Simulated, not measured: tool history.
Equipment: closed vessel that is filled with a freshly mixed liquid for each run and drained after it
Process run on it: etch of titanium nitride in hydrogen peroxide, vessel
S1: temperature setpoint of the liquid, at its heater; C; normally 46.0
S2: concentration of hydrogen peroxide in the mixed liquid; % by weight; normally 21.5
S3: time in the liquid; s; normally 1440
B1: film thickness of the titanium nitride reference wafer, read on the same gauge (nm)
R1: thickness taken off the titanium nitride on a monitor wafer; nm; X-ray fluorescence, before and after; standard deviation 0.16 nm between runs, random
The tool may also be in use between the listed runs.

Run 1, hour 0.0: usual settings; B1 94.65. Result: R1 27.01 nm.
Run 2, hour 75.1: usual settings; B1 94.75. Result: R1 27.12 nm.
Run 3, hour 125.2: usual settings but S2 25.0 % by weight; B1 94.75. Result: R1 28.21 nm.
Run 4, hour 209.1: usual settings but S2 25.0 % by weight; B1 94.90. Result: R1 27.80 nm.
Run 5, hour 268.8: usual settings but S2 25.0 % by weight; B1 94.94. Result: R1 28.15 nm.
At hour 284.1: peroxide flow meter replaced.
Run 6, hour 312.8: usual settings; B1 95.02. Result: R1 27.24 nm.
At hour 406.8: gauge calibrated.
Run 7, hour 410.4: usual settings but S1 40.5 C; B1 89.75. Result: R1 16.84 nm.
Run 8, hour 457.8: usual settings; B1 89.75. Result: R1 25.76 nm.
Run 9, hour 498.3: usual settings but S1 39.5 C, S3 700 s; B1 89.87. Result: R1 7.66 nm.
At hour 520.3: thermometer replaced.
At hour 559.6: new drum of peroxide connected.
Run 10, hour 584.8: usual settings but S1 38.0 C, S3 900 s; B1 89.94. Result: R1 8.79 nm.
Run 11, hour 883.2: usual settings but S1 41.5 C, S2 18.5 % by weight; B1 90.28. Result: R1 18.05 nm.
Run 12, hour 982.0: usual settings but S2 19.0 % by weight, S3 930 s; B1 90.42. Result: R1 16.49 nm.
Run 13, hour 1033.7: usual settings but S1 36.5 C, S2 26.5 % by weight, S3 2250 s; B1 90.51. Result: R1 20.65 nm.
Run 14, hour 1133.6: usual settings but S2 16.0 % by weight; B1 90.64. Result: R1 24.64 nm.
Run 15, hour 1186.4: usual settings but S1 43.5 C, S2 19.0 % by weight; B1 90.66. Result: R1 21.16 nm.

What will run 16 give?
Run 16, hour 1262.5: usual settings but S1 41.0 C, S2 17.5 % by weight; B1 ?. Result: R1 ?.

Run 16 measured B1 90.75, R1 17.08 nm.
On a tool with no hidden condition, and with the same random variation, this run would have come out at R1 16.94 nm.

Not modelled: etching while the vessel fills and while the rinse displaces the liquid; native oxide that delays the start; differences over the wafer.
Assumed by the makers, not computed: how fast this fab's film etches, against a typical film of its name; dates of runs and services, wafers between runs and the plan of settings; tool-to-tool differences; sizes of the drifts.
